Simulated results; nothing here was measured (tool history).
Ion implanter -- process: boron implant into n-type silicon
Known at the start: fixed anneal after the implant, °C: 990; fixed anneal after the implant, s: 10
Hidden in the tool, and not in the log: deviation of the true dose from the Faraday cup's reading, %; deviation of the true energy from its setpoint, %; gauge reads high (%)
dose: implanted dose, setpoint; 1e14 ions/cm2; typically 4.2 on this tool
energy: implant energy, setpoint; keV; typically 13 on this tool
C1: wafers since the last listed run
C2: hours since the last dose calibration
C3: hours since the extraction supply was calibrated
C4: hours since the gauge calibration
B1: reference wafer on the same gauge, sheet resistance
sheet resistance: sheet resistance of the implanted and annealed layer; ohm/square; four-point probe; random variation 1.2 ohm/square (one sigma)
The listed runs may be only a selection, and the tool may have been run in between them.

run 1 hour=0 | dose=4.2 energy=13 | C1=0 C2=539.6 C3=3136.4 C4=181.3 | B1=264.95 | sheet_resistance=269.54
run 2 hour=12.2 | dose=4.2 energy=10 | C1=237 C2=551.8 C3=3148.6 C4=193.5 | B1=265.07 | sheet_resistance=276.5
run 3 hour=24.2 | dose=4.97 energy=15.5 | C1=233 C2=563.8 C3=3160.6 C4=205.5 | B1=265.36 | sheet_resistance=235.91
run 4 hour=40.8 | dose=4.97 energy=15.5 | C1=322 C2=580.4 C3=3177.2 C4=222.1 | B1=265.11 | sheet_resistance=234.86
run 5 hour=54.2 | dose=4.97 energy=15.5 | C1=260 C2=593.8 C3=3190.6 C4=235.5 | B1=264.75 | sheet_resistance=233.83
run 6 hour=71.7 | dose=4.96 energy=13 | C1=340 C2=611.3 C3=3208.1 C4=253 | B1=264.71 | sheet_resistance=237.19
run 7 hour=83.5 | dose=4.2 energy=13 | C1=229 C2=623.1 C3=3219.9 C4=264.8 | B1=265.24 | sheet_resistance=272.37
run 8 hour=98.8 | dose=4.2 energy=13 | C1=297 C2=638.4 C3=3235.2 C4=280.1 | B1=264.89 | sheet_resistance=272.49
run 9 hour=110.9 | dose=4.2 energy=13 | C1=235 C2=650.5 C3=3247.3 C4=292.2 | B1=265.19 | sheet_resistance=273.14
run 10 hour=128.4 | dose=4.2 energy=13 | C1=340 C2=668 C3=3264.8 C4=309.7 | B1=264.97 | sheet_resistance=273.01
run 11 hour=138.7 | dose=4.2 energy=10.5 | C1=200 C2=678.3 C3=3275.1 C4=320 | B1=264.73 | sheet_resistance=274.82
run 12 hour=145.5 | dose=4.2 energy=13 | C1=132 C2=685.1 C3=3281.9 C4=326.8 | B1=264.83 | sheet_resistance=271.81
run 13 hour=153.3 | dose=4.2 energy=13 | C1=151 C2=692.9 C3=3289.7 C4=334.6 | B1=264.89 | sheet_resistance=272.05
run 14 hour=161.6 | dose=4.2 energy=15 | C1=161 C2=701.2 C3=3298 C4=342.9 | B1=264.9 | sheet_resistance=272.38
-- hour=172.9 Faraday cup replaced and dose calibrated
run 15 hour=173.4 | dose=4.2 energy=15 | C1=73 C2=0.5 C3=3309.8 C4=354.7 | B1=264.86 | sheet_resistance=282.14
run 16 hour=185 | dose=4.2 energy=15 | C1=225 C2=12.1 C3=3321.4 C4=366.3 | B1=264.87 | sheet_resistance=280.82
-- hour=207.7 extraction supply calibrated
run 17 hour=208.2 | dose=5.13 energy=10.5 | C1=295 C2=35.3 C3=0.5 C4=389.5 | B1=264.87 | sheet_resistance=241.85
run 18 hour=215.5 | dose=4.2 energy=14.5 | C1=142 C2=42.6 C3=7.8 C4=396.8 | B1=264.93 | sheet_resistance=279.76
-- hour=221 gauge calibrated
run 19 hour=224.6 | dose=5.36 energy=9.5 | C1=177 C2=51.7 C3=16.9 C4=3.6 | B1=264.81 | sheet_resistance=234.88
run 20 hour=241.8 | dose=3.72 energy=13 | C1=334 C2=68.9 C3=34.1 C4=20.8 | B1=264.66 | sheet_resistance=309.38
run 21 hour=256.3 | dose=4.2 energy=17 | C1=282 C2=83.4 C3=48.6 C4=35.3 | B1=265.07 | sheet_resistance=275.58
run 22 hour=273.9 | dose=4.2 energy=13 | C1=342 C2=101 C3=66.2 C4=52.9 | B1=264.98 | sheet_resistance=278.98
run 23 hour=281 | dose=3.66 energy=13 | C1=138 C2=108.1 C3=73.3 C4=60 | B1=265.05 | sheet_resistance=315.26
run 24 hour=290.1 | dose=2.95 energy=16 | C1=177 C2=117.2 C3=82.4 C4=69.1 | B1=264.61 | sheet_resistance=364.16
run 25 hour=306.4 | dose=3.49 energy=10.5 | C1=317 C2=133.5 C3=98.7 C4=85.4 | B1=265.14 | sheet_resistance=327.84
run 26 hour=324.1 | dose=4.89 energy=15.5 | C1=344 C2=151.2 C3=116.4 C4=103.1 | B1=265.27 | sheet_resistance=243.32
run 27 hour=330.3 | dose=4.56 energy=15.5 | C1=120 C2=157.4 C3=122.6 C4=109.3 | B1=265 | sheet_resistance=255.32
run 28 hour=342.1 | dose=3.21 energy=11 | C1=229 C2=169.2 C3=134.4 C4=121.1 | B1=264.9 | sheet_resistance=352.25
run 29 hour=351.9 | dose=5.08 energy=16.5 | C1=190 C2=179 C3=144.2 C4=130.9 | B1=264.93 | sheet_resistance=234.4
run 30 hour=368.3 | dose=4.2 energy=13 | C1=319 C2=195.4 C3=160.6 C4=147.3 | B1=264.98 | sheet_resistance=275.24
run 31 hour=384.8 | dose=4.2 energy=15 | C1=321 C2=211.9 C3=177.1 C4=163.8 | B1=264.92 | sheet_resistance=273.34
run 32 hour=398.4 | dose=5.29 energy=15 | C1=264 C2=225.5 C3=190.7 C4=177.4 | B1=265.07 | sheet_resistance=226.42
run 33 hour=406.6 | dose=4.2 energy=13 | C1=159 C2=233.7 C3=198.9 C4=185.6 | B1=265.29 | sheet_resistance=276.15
run 34 hour=415.6 | dose=4.2 energy=17.5 | C1=175 C2=242.7 C3=207.9 C4=194.6 | B1=264.84 | sheet_resistance=270.42
run 35 hour=429.4 | dose=4.2 energy=9 | C1=268 C2=256.5 C3=221.7 C4=208.4 | B1=264.73 | sheet_resistance=284.2
run 36 hour=446.8 | dose=5.3 energy=8.5 | C1=338 C2=273.9 C3=239.1 C4=225.8 | B1=265.13 | sheet_resistance=235.49

State the hidden condition of the tool at each of the runs:
deviation of the true energy from its setpoint, %: 0 at every run
gauge reads high (%): 0 at every run
H1: deviation of the true dose from the Faraday cup's reading, %
run=1 H1=4.51
run=2 H1=4.54
run=3 H1=4.56
run=4 H1=4.59
run=5 H1=4.61
run=6 H1=4.64
run=7 H1=4.66
run=8 H1=4.68
run=9 H1=4.69
run=10 H1=4.71
run=11 H1=4.73
run=12 H1=4.73
run=13 H1=4.74
run=14 H1=4.75
run=15 H1=-0.478
run=16 H1=-0.21
run=17 H1=0.286
run=18 H1=0.432
run=19 H1=0.606
run=20 H1=0.918
run=21 H1=1.16
run=22 H1=1.44
run=23 H1=1.54
run=24 H1=1.67
run=25 H1=1.89
run=26 H1=2.11
run=27 H1=2.19
run=28 H1=2.32
run=29 H1=2.43
run=30 H1=2.6
run=31 H1=2.75
run=32 H1=2.87
run=33 H1=2.94
run=34 H1=3.01
run=35 H1=3.12
run=36 H1=3.25

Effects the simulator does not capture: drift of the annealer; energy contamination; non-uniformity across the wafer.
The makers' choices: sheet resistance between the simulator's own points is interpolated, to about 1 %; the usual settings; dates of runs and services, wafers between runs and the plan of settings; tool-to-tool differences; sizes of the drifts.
